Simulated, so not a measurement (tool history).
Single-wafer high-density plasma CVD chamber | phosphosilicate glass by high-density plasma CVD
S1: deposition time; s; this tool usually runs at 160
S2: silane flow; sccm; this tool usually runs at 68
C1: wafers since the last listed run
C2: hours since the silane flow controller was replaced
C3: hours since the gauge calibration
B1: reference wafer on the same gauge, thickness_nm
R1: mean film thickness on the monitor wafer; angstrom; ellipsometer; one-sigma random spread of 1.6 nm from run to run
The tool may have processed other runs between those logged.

run,day,S1,S2,C1,C2,C3,B1,R1
1,0.000,139,58,0,3263.0,123.7,909.919,8534.78
2,1.121,139,58,287,3289.9,150.6,909.437,8540.72
3,1.983,139,58,221,3310.6,171.3,910.037,8562.25
4,2.583,160,68,153,3325.0,185.7,909.993,11527.64
5,3.267,160,68,175,3341.4,202.1,910.200,11593.69
# day 4.862: silane flow controller replaced
6,4.883,160,68,329,0.5,240.9,910.351,10868.24
7,5.538,160,68,167,16.2,256.6,909.985,10868.94
# day 6.058: gauge calibrated
8,6.579,185,57,267,41.2,12.5,910.443,10531.75

Expected results for the next run?
9,7.454,144,64,224,62.2,33.5,?,?

Run 9 produced B1 910.034, R1 9213.69 angstrom.
Had the tool carried no hidden state, the very same run would have given R1 9299.81 angstrom.

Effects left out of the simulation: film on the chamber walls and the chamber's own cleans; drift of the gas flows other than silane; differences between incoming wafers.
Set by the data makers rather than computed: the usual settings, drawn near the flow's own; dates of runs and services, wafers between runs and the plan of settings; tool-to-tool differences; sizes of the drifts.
